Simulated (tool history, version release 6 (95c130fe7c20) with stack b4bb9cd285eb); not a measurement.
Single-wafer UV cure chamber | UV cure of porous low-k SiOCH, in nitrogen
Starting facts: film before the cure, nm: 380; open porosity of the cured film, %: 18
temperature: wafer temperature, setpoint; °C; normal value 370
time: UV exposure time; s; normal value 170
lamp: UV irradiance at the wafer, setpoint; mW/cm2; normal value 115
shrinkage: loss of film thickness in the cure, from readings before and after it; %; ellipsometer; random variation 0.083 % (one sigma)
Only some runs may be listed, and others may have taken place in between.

run 1 hour=0 | temperature=370 time=170 lamp=115 | shrinkage=8.821
run 2 hour=45.1 | temperature=370 time=170 lamp=115 | shrinkage=8.836
run 3 hour=100.4 | temperature=370 time=170 lamp=115 | shrinkage=8.885
-- hour=192 quartz window cleaned
run 4 hour=192.5 | temperature=370 time=145 lamp=115 | shrinkage=8.688
run 5 hour=232.7 | temperature=370 time=125 lamp=115 | shrinkage=7.815
run 6 hour=307.5 | temperature=370 time=125 lamp=115 | shrinkage=7.6
run 7 hour=375.1 | temperature=384 time=170 lamp=99 | shrinkage=8.383
run 8 hour=447.8 | temperature=384 time=170 lamp=99 | shrinkage=8.385
run 9 hour=549.2 | temperature=370 time=205 lamp=115 | shrinkage=9.354
run 10 hour=643.4 | temperature=370 time=170 lamp=115 | shrinkage=8.41
-- hour=737.3 quartz window cleaned
run 11 hour=737.8 | temperature=370 time=170 lamp=115 | shrinkage=9.085
run 12 hour=830.7 | temperature=370 time=170 lamp=115 | shrinkage=8.917
run 13 hour=886.4 | temperature=370 time=170 lamp=83 | shrinkage=7.394
run 14 hour=925.8 | temperature=370 time=170 lamp=83 | shrinkage=7.332
run 15 hour=974.7 | temperature=355 time=240 lamp=115 | shrinkage=9.64
run 16 hour=1017.1 | temperature=358 time=255 lamp=115 | shrinkage=10.046
run 17 hour=1107.6 | temperature=377 time=170 lamp=132 | shrinkage=9.006
run 18 hour=1206.3 | temperature=390 time=225 lamp=150 | shrinkage=11.069
run 19 hour=1278 | temperature=370 time=125 lamp=115 | shrinkage=7.222
-- hour=1296 quartz window cleaned
run 20 hour=1346.8 | temperature=387 time=205 lamp=80 | shrinkage=8.366
run 21 hour=1430.7 | temperature=353 time=130 lamp=129 | shrinkage=7.598
run 22 hour=1497.1 | temperature=370 time=170 lamp=115 | shrinkage=8.488
-- hour=1755.2 UV bulbs replaced
run 23 hour=1811.7 | temperature=351 time=135 lamp=127 | shrinkage=8.194
-- hour=1821.7 quartz window cleaned
run 24 hour=1883.1 | temperature=370 time=170 lamp=81 | shrinkage=7.985
run 25 hour=2158.2 | temperature=370 time=170 lamp=115 | shrinkage=9.056
run 26 hour=2233.8 | temperature=370 time=170 lamp=115 | shrinkage=8.748
-- hour=2309.6 quartz window cleaned
run 27 hour=2310.1 | temperature=370 time=170 lamp=135 | shrinkage=10.067
run 28 hour=2370.6 | temperature=381 time=135 lamp=88 | shrinkage=7.237
run 29 hour=2460.3 | temperature=388 time=215 lamp=97 | shrinkage=9.501

Exercise: give the hidden state of the tool at every run:
H1: lamp output below its setpoint, %
H2: transmission lost against a clean window, %
run=1 H1=7.71 H2=12.9
run=2 H1=8.36 H2=13.5
run=3 H1=9.1 H2=14
run=4 H1=10.2 H2=2.55
run=5 H1=10.7 H2=5.68
run=6 H1=11.5 H2=9.82
run=7 H1=12.1 H2=12.2
run=8 H1=12.8 H2=13.9
run=9 H1=13.5 H2=15.3
run=10 H1=14.2 H2=16.1
run=11 H1=14.8 H2=0.234
run=12 H1=15.3 H2=6.47
run=13 H1=15.5 H2=8.83
run=14 H1=15.7 H2=10.1
run=15 H1=15.9 H2=11.3
run=16 H1=16.1 H2=12
run=17 H1=16.5 H2=13.1
run=18 H1=16.8 H2=13.8
run=19 H1=17 H2=14.1
run=20 H1=17.2 H2=5.98
run=21 H1=17.4 H2=10.2
run=22 H1=17.6 H2=12.3
run=23 H1=1.65 H2=16
run=24 H1=3.11 H2=5.66
run=25 H1=7.62 H2=13.8
run=26 H1=8.6 H2=14.4
run=27 H1=9.5 H2=0.772
run=28 H1=10.2 H2=5.22
run=29 H1=11 H2=9.42
